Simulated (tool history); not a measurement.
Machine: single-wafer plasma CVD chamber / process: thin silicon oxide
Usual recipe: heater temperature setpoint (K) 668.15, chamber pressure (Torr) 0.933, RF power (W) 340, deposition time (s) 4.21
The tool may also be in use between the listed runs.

run,hour,heater temperature setpoint (K),chamber pressure (Torr),RF power (W),deposition time (s),wafers since the last listed run,hours since the last thermocouple change,hours since the last RF generator calibration,hours since the last manometer calibration,hours since the showerhead was replaced,hours since the gauge calibration,"read-back reference wafer on the same gauge, thickness_nm",mean film thickness on the monitor wafer (nm)
1,0,668.15,0.933,340,4.21,0,1195.7,564.5,1908.6,6572.9,601.1,11.064,9.161
2,66.3,668.15,0.933,340,4.21,1725,1262,630.8,1974.9,6639.2,667.4,11.062,9.234
3,120.8,668.15,0.933,340,4.21,1418,1316.5,685.3,2029.4,6693.7,721.9,11.077,9.173
4,165.1,668.15,0.933,340,4.21,1152,1360.8,729.6,2073.7,6738,766.2,11.062,9.191
5,235.4,668.15,0.933,340,4.21,1829,1431.1,799.9,2144,6808.3,836.5,11.074,9.122
6,278.5,668.15,0.933,340,4.21,1121,1474.2,843,2187.1,6851.4,879.6,11.073,9.167
# hour 288.5: RF generator calibrated
7,303.9,668.15,0.933,340,4.21,452,1499.6,15.4,2212.5,6876.8,905,11.066,9.481
8,335.6,668.15,0.933,340,4.21,824,1531.3,47.1,2244.2,6908.5,936.7,11.067,9.461
9,374.1,658.15,0.933,340,4.21,1001,1569.8,85.6,2282.7,6947,975.2,11.069,9.449
10,413,668.15,0.933,340,4.21,1012,1608.7,124.5,2321.6,6985.9,1014.1,11.073,9.402
# hour 434.3: thermocouple changed; heater temperature recalibrated
# hour 479.8: gauge calibrated
11,484,668.15,0.933,390,4.21,1639,49.7,195.5,2392.6,7056.9,4.2,11.084,10.112
12,509.7,668.15,0.933,340,4.21,668,75.4,221.2,2418.3,7082.6,29.9,11.071,9.375
13,574,668.15,0.933,340,3.51,1673,139.7,285.5,2482.6,7146.9,94.2,11.072,7.808
14,611.8,668.15,0.933,340,4.21,983,177.5,323.3,2520.4,7184.7,132,11.067,9.309
# hour 689.3: showerhead replaced, of another model than before
# hour 690.5: capacitance manometer re-zeroed and calibrated
15,691,676.15,1.05,300,4.61,1821,256.7,402.5,0.5,1.7,211.2,11.066,10.752
16,709.2,668.15,0.933,340,4.21,473,274.9,420.7,18.7,19.9,229.4,11.064,9.385
17,777.7,682.15,0.723,340,4.21,1782,343.4,489.2,87.2,88.4,297.9,11.08,7.057
18,826.6,659.15,0.828,320,4.21,1272,392.3,538.1,136.1,137.3,346.8,11.063,8.191
19,881.7,668.15,0.933,340,4.21,1433,447.4,593.2,191.2,192.4,401.9,11.071,9.386
20,935.5,678.15,1.057,340,4.49,1399,501.2,647,245,246.2,455.7,11.061,10.93

Below are 3 alternative next runs, each starting from the tool's condition after run 20. Predict each:
A,935.9,668.15,0.933,340,4.21,10,501.6,647.4,245.4,246.6,456.1,?,?
B,935.9,673.15,0.933,310,4.21,10,501.6,647.4,245.4,246.6,456.1,?,?
C,935.9,673.15,0.933,340,4.21,10,501.6,647.4,245.4,246.6,456.1,?,?

run,"read-back reference wafer on the same gauge, thickness_nm",mean film thickness on the monitor wafer (nm)
A,11.076,9.358
B,11.076,9.014
C,11.076,9.329
Without the tool's unlogged condition, the same runs would have read:
run,mean film thickness on the monitor wafer (nm)
A,9.547
B,9.201
C,9.518
